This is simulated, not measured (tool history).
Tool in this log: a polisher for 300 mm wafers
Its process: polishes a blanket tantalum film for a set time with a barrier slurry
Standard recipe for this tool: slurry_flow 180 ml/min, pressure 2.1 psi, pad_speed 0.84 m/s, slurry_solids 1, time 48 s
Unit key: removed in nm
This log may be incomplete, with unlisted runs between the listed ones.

run,hour,slurry_flow,pressure,pad_speed,slurry_solids,time,"incoming thickness of the incoming film, nm",removed
1,0,180,2.1,0.84,1,48,410.3,72.7
2,27,180,2.1,0.62,1,48,412.1,53.4
# hour 34.1: worn pad replaced by a new one
3,41.5,180,2.1,0.62,1,48,413.4,53.6
4,68.5,180,2.1,0.62,1,48,407,53
# hour 78.8: head pressure recalibrated
5,93.6,225,2.1,0.84,1,48,407.7,73.9
6,111,225,2.1,0.84,1,48,409.5,74.6
7,193.9,230,2.1,0.66,1,48,407.9,57.1
8,215.8,180,2.1,0.84,1,48,413,67.8
9,241.2,180,2.1,0.64,0.85,55,413.1,55.9
# hour 258.3: worn pad replaced by a new one
10,259,180,2.1,0.84,1,61,406.7,85.6
11,285.3,180,2.1,0.74,1,48,407.8,57.7
12,303,155,2.1,0.84,1,38,417,50.4
# hour 311.7: slurry nozzle cleaned
13,318,230,1.6,0.98,0.85,48,402.8,67.2
14,347.9,125,2.1,0.68,1,48,406.3,55.4
15,365.3,150,2.1,0.58,1.25,59,410.4,61.4
16,397.6,180,2.4,0.66,1,48,412.7,63.5
# hour 402.3: slurry blender recalibrated
17,431.3,180,2.1,0.66,1.3,43,413.2,53.5
18,455.5,245,2.1,0.84,0.9,48,412.1,73.6
19,481.7,215,2.1,0.84,1,48,410,74.5
20,500.9,180,2.6,0.84,1,44,404.2,78.6
# hour 522: worn pad replaced by a new one
21,522.5,180,2.1,0.84,1,48,408.5,69.6
22,535,200,2.1,0.84,1,36,413.2,53
23,551,180,2.1,0.84,1,48,416.1,66.9
24,576.9,225,2.1,0.98,1,48,405.7,83
# hour 582: slurry nozzle cleaned
25,604.5,145,1.5,0.84,1.25,48,412,56.6
26,627,180,2.1,0.84,1,42,406.8,66.1
27,660.2,240,2.1,0.84,1,48,412.2,77.9
28,674.6,225,2.3,0.96,1,31,414.5,60.3
29,700.7,180,2.1,0.84,1.15,48,404.5,75.4
30,734.6,240,2.5,0.84,1.25,48,406.6,92
# hour 750.9: worn pad replaced by a new one
31,759.9,180,2.1,0.84,1,48,405.5,71.2

Measured less the same run without the tool's hidden state. The same run-to-run variation is in both; the gauge's scatter may not be:
The tool's hidden condition here consists of: removal rate lost through wear of the pad, %; slurry flow missing at the pad, %; deviation of the head's pressure from its setpoint, %; abrasive missing from the slurry, %.
run,removed
1,-0.8
2,-1
3,-1.2
4,-1.6
5,-2.3
6,-2.6
7,-3.5
8,-6.1
9,-5.8
10,-10
11,-7.9
12,-8.9
13,-0.5
14,-1.3
15,-1.5
16,-1.8
17,-2.1
18,-2.6
19,-3.6
20,-5.3
21,-5.4
22,-4
23,-6.2
24,-7
25,-0.5
26,-0.8
27,-1.2
28,-1.1
29,-2.4
30,-2.9
31,-3.7
